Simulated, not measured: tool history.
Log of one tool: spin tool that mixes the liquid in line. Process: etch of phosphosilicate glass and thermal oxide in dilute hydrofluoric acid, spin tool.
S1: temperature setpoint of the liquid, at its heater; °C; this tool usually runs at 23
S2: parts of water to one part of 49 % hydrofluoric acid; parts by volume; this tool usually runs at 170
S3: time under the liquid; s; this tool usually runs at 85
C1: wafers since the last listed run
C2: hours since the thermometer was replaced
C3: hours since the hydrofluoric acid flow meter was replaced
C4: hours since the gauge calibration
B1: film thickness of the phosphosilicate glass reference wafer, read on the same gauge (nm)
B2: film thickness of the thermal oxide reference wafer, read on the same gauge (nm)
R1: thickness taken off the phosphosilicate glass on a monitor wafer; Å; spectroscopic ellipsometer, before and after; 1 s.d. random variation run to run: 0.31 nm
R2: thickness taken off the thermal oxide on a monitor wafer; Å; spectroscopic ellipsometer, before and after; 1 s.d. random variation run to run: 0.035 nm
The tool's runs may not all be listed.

run,hour,S1,S2,S3,C1,C2,C3,C4,B1,B2,R1,R2
1,0,23,170,85,0,686.2,1022.6,261.3,40.05,150.017,330.2,18.37
2,17.4,23,170,85,233,703.6,1040,278.7,40,150.019,330.7,18.69
3,35,23,170,85,236,721.2,1057.6,296.3,40.03,149.977,338.4,18.64
4,60.3,23,170,85,339,746.5,1082.9,321.6,40,149.984,337.6,18.18
# hour 67.7: gauge calibrated
5,89.8,23,170,85,396,776,1112.4,22.1,39.97,149.971,327,19.05
6,111.3,23,170,85,288,797.5,1133.9,43.6,39.98,149.989,326,18.28
7,126,23,220,85,197,812.2,1148.6,58.3,40.05,149.985,241.5,14
8,148,23,170,85,295,834.2,1170.6,80.3,40.01,150.003,332.3,18.9
9,169.8,23,170,85,292,856,1192.4,102.1,40,149.999,332.6,18.14
10,185.5,23,170,85,210,871.7,1208.1,117.8,40,149.987,330.4,18.49
11,205.3,23,170,85,265,891.5,1227.9,137.6,39.99,150.002,332.3,18.31
# hour 230: thermometer replaced
12,231,23,170,85,331,1,1253.6,163.3,40.04,150.003,312.5,17.63
13,244.3,23,170,85,178,14.3,1266.9,176.6,40.02,150.006,311.9,18.09
14,267,27,130,130,304,37,1289.6,199.3,39.96,150.001,773.3,42.36
# hour 310.3: hydrofluoric acid flow meter replaced
15,374.9,23,195,85,1435,144.9,64.6,307.2,39.99,150.017,264.1,15.14
# hour 393.1: thermometer replaced, repeated, since the last time left the tool worse
16,403.2,23,170,85,366,10.1,92.9,335.5,39.99,150.006,350.6,19.16
17,432.8,23,170,35,397,39.7,122.5,365.1,40,149.988,142.9,7.98
# hour 435.3: gauge calibrated
18,455.4,23,170,65,303,62.3,145.1,20.1,39.99,149.953,264.5,14.88
19,477.4,20.5,90,40,295,84.3,167.1,42.1,40.05,150.011,308.3,16.83
20,491.5,21,170,100,189,98.4,181.2,56.2,40.01,149.995,379,21.1
21,525.6,23,225,85,457,132.5,215.3,90.3,40.02,150.023,248.3,13.93
22,553.1,23,170,70,369,160,242.8,117.8,39.99,150.009,287.6,16.07
23,571,23,170,85,240,177.9,260.7,135.7,39.98,149.995,342.7,18.81
24,596.2,20.5,90,40,338,203.1,285.9,160.9,40.02,149.991,303.3,16.92
25,630.5,19.5,90,85,460,237.4,320.2,195.2,40,150.017,619.5,35.07
26,655,21.5,170,60,328,261.9,344.7,219.7,40.01,149.999,231.4,12.85

Forecast each of these 3 alternatives for the next run:
A,655.4,26.5,170,85,5,262.3,345.1,220.1,?,?,?,?
B,655.4,23,90,85,5,262.3,345.1,220.1,?,?,?,?
C,655.4,18,135,85,5,262.3,345.1,220.1,?,?,?,?

run,B1,B2,R1,R2
A,39.99,149.972,394.1,21.97
B,39.99,149.972,714,39.8
C,39.99,149.972,369.4,20.59
The same runs, with their run-to-run variation unchanged, on a tool lacking any hidden condition would have given:
run,R1,R2
A,405.6,22.61
B,736.8,41.07
C,381.5,21.26

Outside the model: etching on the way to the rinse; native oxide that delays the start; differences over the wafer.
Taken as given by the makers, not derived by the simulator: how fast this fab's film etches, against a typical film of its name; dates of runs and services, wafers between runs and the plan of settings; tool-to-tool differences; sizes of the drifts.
